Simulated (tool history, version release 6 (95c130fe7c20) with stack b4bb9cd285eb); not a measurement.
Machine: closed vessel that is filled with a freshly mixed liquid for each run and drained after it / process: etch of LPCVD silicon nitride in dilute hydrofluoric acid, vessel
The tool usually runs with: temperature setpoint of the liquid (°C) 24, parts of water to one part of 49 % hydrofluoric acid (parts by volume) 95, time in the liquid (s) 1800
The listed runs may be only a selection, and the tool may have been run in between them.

| run | hour | temperature setpoint of the liquid (°C) | parts of water to one part of 49 % hydrofluoric acid (parts by volume) | time in the liquid (s) | wafers since the last listed run | hours since the thermometer was replaced | hours since the hydrofluoric acid flow meter was replaced | hours since the gauge calibration | read-back film thickness of the LPCVD silicon nitride reference wafer, read on the same gauge (nm) | thickness taken off the LPCVD silicon nitride on a monitor wafer (nm) |
|---|---|---|---|---|---|---|---|---|---|---|
| 1 | 0 | 24 | 95 | 1800 | 0 | 112.6 | 1367.4 | 1458.7 | 62.94 | 10.56 |
| 2 | 45.7 | 24 | 95 | 1800 | 2184 | 158.3 | 1413.1 | 1504.4 | 63 | 10.56 |
| 3 | 73.6 | 24 | 95 | 970 | 1333 | 186.2 | 1441 | 1532.3 | 63.1 | 5.7 |
| 4 | 141.9 | 24 | 95 | 970 | 3265 | 254.5 | 1509.3 | 1600.6 | 63.2 | 5.73 |
| 5 | 206.9 | 24 | 95 | 1800 | 3107 | 319.5 | 1574.3 | 1665.6 | 63.37 | 10.68 |
| 6 | 258.2 | 24 | 95 | 1800 | 2452 | 370.8 | 1625.6 | 1716.9 | 63.48 | 10.65 |
| 7 | 285.8 | 24 | 95 | 1800 | 1319 | 398.4 | 1653.2 | 1744.5 | 63.56 | 10.55 |
| 8 | 354.1 | 23 | 95 | 1800 | 3265 | 466.7 | 1721.5 | 1812.8 | 63.71 | 10.07 |
| 9 | 395.1 | 24 | 80 | 1800 | 1960 | 507.7 | 1762.5 | 1853.8 | 63.79 | 12.72 |
| 10 | 432.6 | 23 | 95 | 1800 | 1792 | 545.2 | 1800 | 1891.3 | 63.93 | 10.06 |
| 11 | 489.5 | 24 | 50 | 1120 | 2720 | 602.1 | 1856.9 | 1948.2 | 63.99 | 12.52 |
| 12 | 555 | 19.5 | 130 | 2120 | 3131 | 667.6 | 1922.4 | 2013.7 | 64.21 | 6.87 |
| 13 | 581.4 | 28 | 95 | 955 | 1262 | 694 | 1948.8 | 2040.1 | 64.21 | 7.44 |
| 14 | 617.7 | 26.5 | 80 | 880 | 1735 | 730.3 | 1985.1 | 2076.4 | 64.29 | 7.4 |
| 15 | 689.7 | 20 | 135 | 1800 | 3442 | 802.3 | 2057.1 | 2148.4 | 64.47 | 5.91 |
|  | 718.5 | thermometer replaced |
| 16 | 741.9 | 24 | 95 | 1800 | 2447 | 23.4 | 2109.3 | 2200.6 | 64.6 | 10.72 |
| 17 | 781.8 | 21 | 60 | 2170 | 1907 | 63.3 | 2149.2 | 2240.5 | 64.63 | 16.81 |
|  | 827.5 | hydrofluoric acid flow meter replaced |
| 18 | 836 | 24 | 95 | 1800 | 2543 | 117.5 | 8.5 | 2294.7 | 64.79 | 10.93 |
| 19 | 889.8 | 27 | 95 | 2410 | 2572 | 171.3 | 62.3 | 2348.5 | 64.92 | 17.64 |
| 20 | 951.6 | 24 | 95 | 1800 | 2954 | 233.1 | 124.1 | 2410.3 | 65.06 | 10.88 |
| 21 | 1017 | 27.5 | 95 | 1260 | 3126 | 298.5 | 189.5 | 2475.7 | 65.19 | 9.63 |
|  | 1066.3 | gauge calibrated |
| 22 | 1088.5 | 27 | 140 | 985 | 3418 | 370 | 261 | 22.2 | 60.27 | 4.6 |
| 23 | 1150.6 | 24 | 115 | 1255 | 2968 | 432.1 | 323.1 | 84.3 | 60.37 | 5.84 |
| 24 | 1213.9 | 24 | 95 | 1800 | 3026 | 495.4 | 386.4 | 147.6 | 60.53 | 10.13 |
| 25 | 1240.1 | 27 | 95 | 2120 | 1252 | 521.6 | 412.6 | 173.8 | 60.62 | 14.66 |
| 26 | 1268 | 20.5 | 95 | 1800 | 1333 | 549.5 | 440.5 | 201.7 | 60.63 | 8.01 |
| 27 | 1309.8 | 26 | 50 | 2130 | 1998 | 591.3 | 482.3 | 243.5 | 60.75 | 25.68 |
| 28 | 1350.4 | 24 | 55 | 1800 | 1940 | 631.9 | 522.9 | 284.1 | 60.83 | 17.32 |
| 29 | 1396 | 19.5 | 50 | 1305 | 2180 | 677.5 | 568.5 | 329.7 | 60.94 | 10.15 |
| 30 | 1421.9 | 21 | 70 | 1800 | 1238 | 703.4 | 594.4 | 355.6 | 60.95 | 11.27 |
|  | 1475.1 | thermometer replaced |
| 31 | 1480.8 | 24 | 95 | 1800 | 2768 | 5.7 | 653.3 | 414.5 | 61.14 | 10.35 |
| 32 | 1546.1 | 27.5 | 95 | 2255 | 3121 | 71 | 718.6 | 479.8 | 61.31 | 16.07 |

Alternative continuations, all from the tool just after run 32; predict every row:
| A | 1547.3 | 24 | 120 | 1800 | 57 | 72.2 | 719.8 | 481 | ? | ? |
| B | 1547.3 | 21 | 95 | 1800 | 57 | 72.2 | 719.8 | 481 | ? | ? |
| C | 1547.3 | 20 | 145 | 2840 | 57 | 72.2 | 719.8 | 481 | ? | ? |
| D | 1547.3 | 22 | 75 | 1800 | 57 | 72.2 | 719.8 | 481 | ? | ? |

| run | read-back film thickness of the LPCVD silicon nitride reference wafer, read on the same gauge (nm) | thickness taken off the LPCVD silicon nitride on a monitor wafer (nm) |
|---|---|---|
| A | 61.3 | 8.05 |
| B | 61.3 | 8.3 |
| C | 61.3 | 8.1 |
| D | 61.3 | 11.2 |
With the hidden condition removed and each run's random variation left untouched, the same runs would have given:
| run | thickness taken off the LPCVD silicon nitride on a monitor wafer (nm) |
|---|---|
| A | 7.89 |
| B | 8.13 |
| C | 7.93 |
| D | 10.96 |
